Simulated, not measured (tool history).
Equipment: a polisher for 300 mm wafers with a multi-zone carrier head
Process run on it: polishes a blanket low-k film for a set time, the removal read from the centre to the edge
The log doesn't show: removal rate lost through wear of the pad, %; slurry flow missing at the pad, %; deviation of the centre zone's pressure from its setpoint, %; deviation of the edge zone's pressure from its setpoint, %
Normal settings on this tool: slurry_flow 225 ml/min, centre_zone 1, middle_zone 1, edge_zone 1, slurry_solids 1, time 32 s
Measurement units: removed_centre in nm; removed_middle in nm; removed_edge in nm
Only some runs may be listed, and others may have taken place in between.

| run | hour | slurry_flow | centre_zone | middle_zone | edge_zone | slurry_solids | time | wafers since the last listed run | wafers polished on this pad | hours since the slurry nozzle was cleaned | hours since the centre zone pressure was calibrated | hours since the edge zone pressure was calibrated | hours since the carrier head's membrane was replaced | incoming thickness of the incoming film, nm | removed_centre | removed_middle | removed_edge |
|---|---|---|---|---|---|---|---|---|---|---|---|---|---|---|---|---|---|
| 1 | 0 | 225 | 1 | 1 | 1 | 1 | 35 | 0 | 615 | 127.7 | 463.2 | 959.2 | 733.1 | 509.2 | 17.1 | 17.7 | 17.6 |
| 2 | 24 | 225 | 1 | 1 | 1 | 1 | 35 | 196 | 812 | 151.7 | 487.2 | 983.2 | 757.1 | 516.4 | 17.3 | 17.2 | 17.2 |
|  | 33.1 | worn pad replaced by a new one |
| 3 | 39.6 | 225 | 1 | 0.91 | 1 | 1 | 28 | 95 | 53 | 167.3 | 502.8 | 998.8 | 772.7 | 507.9 | 13.4 | 12.7 | 13.9 |
| 4 | 52.2 | 225 | 1 | 0.91 | 1 | 1 | 28 | 103 | 156 | 179.9 | 515.4 | 1011.4 | 785.3 | 513.6 | 13.4 | 12.6 | 13.9 |
| 5 | 87 | 225 | 1 | 0.91 | 1 | 1 | 28 | 285 | 442 | 214.7 | 550.2 | 1046.2 | 820.1 | 512.2 | 13.1 | 12.6 | 13.6 |
|  | 118.6 | worn pad replaced by a new one |
| 6 | 163.1 | 225 | 1 | 1 | 1 | 1 | 32 | 591 | 365 | 290.8 | 626.3 | 1122.3 | 896.2 | 508.6 | 15 | 15.2 | 15.5 |
|  | 188.6 | slurry nozzle cleaned |
|  | 192.5 | carrier head's membrane replaced by a new one |
| 7 | 193 | 225 | 1 | 1 | 1 | 1 | 32 | 205 | 570 | 4.4 | 656.2 | 1152.2 | 0.5 | 506.5 | 17.2 | 17.7 | 17.1 |
|  | 204.6 | centre zone pressure recalibrated |
| 8 | 207 | 225 | 1 | 1 | 1 | 1 | 32 | 98 | 668 | 18.4 | 2.4 | 1166.2 | 14.5 | 510.6 | 17 | 17.1 | 16.9 |
|  | 216 | worn pad replaced by a new one |
| 9 | 284.5 | 225 | 1 | 1 | 1 | 1 | 32 | 602 | 561 | 95.9 | 79.9 | 1243.7 | 92 | 507.9 | 16.6 | 16.6 | 16.5 |
|  | 313.3 | worn pad replaced by a new one |
| 10 | 313.8 | 190 | 1 | 1 | 1.09 | 0.8 | 40 | 207 | 3 | 125.2 | 109.2 | 1273 | 121.3 | 507.7 | 16.6 | 16.6 | 17.5 |
| 11 | 347.2 | 225 | 1 | 1 | 1.12 | 1 | 32 | 273 | 277 | 158.6 | 142.6 | 1306.4 | 154.7 | 517 | 15.6 | 16.1 | 17.1 |
| 12 | 359.7 | 225 | 1.06 | 1.12 | 0.91 | 1 | 32 | 102 | 380 | 171.1 | 155.1 | 1318.9 | 167.2 | 513.4 | 17 | 17.6 | 15.4 |
| 13 | 377.9 | 255 | 1.05 | 0.89 | 1 | 0.9 | 32 | 149 | 529 | 189.3 | 173.3 | 1337.1 | 185.4 | 509.7 | 16 | 13.9 | 15.5 |
|  | 385.1 | edge zone pressure recalibrated |
| 14 | 395 | 200 | 1 | 1 | 1.06 | 1 | 32 | 123 | 653 | 206.4 | 190.4 | 9.9 | 202.5 | 511.8 | 14.9 | 15.3 | 16.1 |
| 15 | 418.9 | 225 | 1 | 1 | 1 | 1 | 32 | 195 | 849 | 230.3 | 214.3 | 33.8 | 226.4 | 512.8 | 15.6 | 15.9 | 16 |
|  | 424.4 | worn pad replaced by a new one |
| 16 | 437.9 | 250 | 1 | 1.11 | 1 | 1 | 32 | 123 | 111 | 249.3 | 233.3 | 52.8 | 245.4 | 500.1 | 15.9 | 17.6 | 16.2 |
|  | 460.4 | slurry nozzle cleaned |
| 17 | 468.7 | 225 | 1 | 1 | 1 | 1 | 35 | 244 | 355 | 8.3 | 264.1 | 83.6 | 276.2 | 510 | 18.7 | 19 | 18.6 |
| 18 | 484.8 | 225 | 1 | 1.05 | 1 | 1 | 32 | 132 | 487 | 24.4 | 280.2 | 99.7 | 292.3 | 512 | 17.1 | 18.1 | 17 |

For some of the steps in removed_centre from one run to the next: how much would appear even if the tool had no hidden state, given the settings, what came in and random variation, and how much remains for the hidden state plus any gauge scatter that the measured result and the result without hidden state don't share?
Run 2 -> 3: middle_zone 1 -> 0.91, time 35 -> 28, worn pad replaced by a new one. removed_centre -3.9 nm: hidden state +0.3, all else -4.2.
Run 6 -> 7: slurry nozzle cleaned, carrier head's membrane replaced by a new one. removed_centre +2.2 nm: hidden state +2.5, all else -0.3.
